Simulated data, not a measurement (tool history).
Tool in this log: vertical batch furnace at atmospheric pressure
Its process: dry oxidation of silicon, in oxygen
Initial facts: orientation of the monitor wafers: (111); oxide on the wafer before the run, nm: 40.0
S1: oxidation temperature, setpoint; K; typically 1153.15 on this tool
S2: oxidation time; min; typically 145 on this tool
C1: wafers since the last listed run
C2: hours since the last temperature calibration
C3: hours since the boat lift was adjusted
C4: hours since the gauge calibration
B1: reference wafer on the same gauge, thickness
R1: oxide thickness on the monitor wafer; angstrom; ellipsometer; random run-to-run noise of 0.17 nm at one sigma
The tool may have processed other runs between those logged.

run    hour       S1     S2    C1      C2      C3      C4     B1     R1
  1       0  1153.15    145     0  3084.6  4754.9  1758.5  62.57  640.7
  2    61.1  1153.15    145   483  3145.7    4816  1819.6  62.46    638
  3   157.4  1153.15    145   761    3242  4912.3  1915.9  62.45  637.4
  4   222.5  1153.15    145   514  3307.1  4977.4    1981  62.46  640.9
  5   323.3  1153.15    145   797  3407.9  5078.2  2081.8  62.44  637.3
  6   407.7  1153.15    145   667  3492.3  5162.6  2166.2  62.48  637.9
        502  -- boat lift adjusted
  7   515.3  1153.15    145   661  3599.9    13.3  2273.8  62.42  655.1
  8   588.4  1153.15    176   578    3673    86.4  2346.9  62.43  703.6
  9   633.8  1153.15    176   359  3718.4   131.8  2392.3  62.51  700.8
      639.9  -- gauge calibrated
 10   725.5  1153.15    176   725  3810.1   223.5    85.6  62.53  700.5
 11     821  1153.15    163   755  3905.6     319   181.1  62.53    680
 12   890.7  1153.15    163   551  3975.3   388.7   250.8  62.48  678.7
 13   928.7  1153.15    163   300  4013.3   426.7   288.8  62.58  679.3
 14    1008  1153.15    145   627  4092.6     506   368.1  62.43  652.6
 15  1101.9  1146.15    211   742  4186.5   599.9     462   62.5  718.3
 16  1178.9  1146.15    214   608  4263.5   676.9     539  62.47  722.7
 17  1232.4  1153.15    145   423    4317   730.4   592.5  62.49  648.2
 18  1299.8  1129.15  125.5   532  4384.4   797.8   659.9  62.42  549.5
     1384.6  -- thermocouples replaced and temperature profile calibrated
 19  1403.2  1174.15    188   627    18.6   901.2   763.3   62.5  815.4
 20  1477.1  1162.15    119   584    92.5   975.1   837.2  62.56    633
 21  1582.2  1153.15    145   831   197.6  1080.2   942.3  62.46  646.3
 22  1642.5  1153.15    145   476   257.9  1140.5  1002.6  62.54    645
 23  1817.4  1153.15    145  1383   432.8  1315.4  1177.5  62.43  650.3
 24  1868.7  1133.15  125.5   405   484.1  1366.7  1228.8   62.5  559.9
 25  1966.8  1173.15    199   775   582.2  1464.8  1326.9  62.47    830
 26  2068.1  1178.15    117   801   683.5  1566.1  1428.2  62.52  684.6
 27  2164.2  1153.15    145   759   779.6  1662.2  1524.3   62.5  643.8
 28  2203.5  1153.15    145   310   818.9  1701.5  1563.6  62.53  642.6
 29  2289.4  1129.15  212.5   679   904.8  1787.4  1649.5  62.54  643.5
 30  2332.7  1153.15  111.5   342   948.1  1830.7  1692.8  62.44  589.8
 31  2375.8  1153.15    145   340   991.2  1873.8  1735.9  62.47  642.2
 32  2461.6  1161.15    174   678    1077  1959.6  1821.7  62.57  722.2
 33  2559.9  1145.15  172.5   777  1175.3  2057.9    1920  62.61  653.2
 34  2628.1  1169.15    145   539  1243.5  2126.1  1988.2  62.49  702.9
     2696.4  -- gauge calibrated
 35  2719.8  1138.15    178   725  1335.2  2217.8    23.4  62.48  636.6

For run 36, what comes out?
 36  2774  1164.15  200.5  428  1389.4  2272  77.6   ?   ?

{"run 36": {"B1": 62.58, "R1": 776.2}}
With no hidden state in the tool, this same run would have given R1 792.7 angstrom.
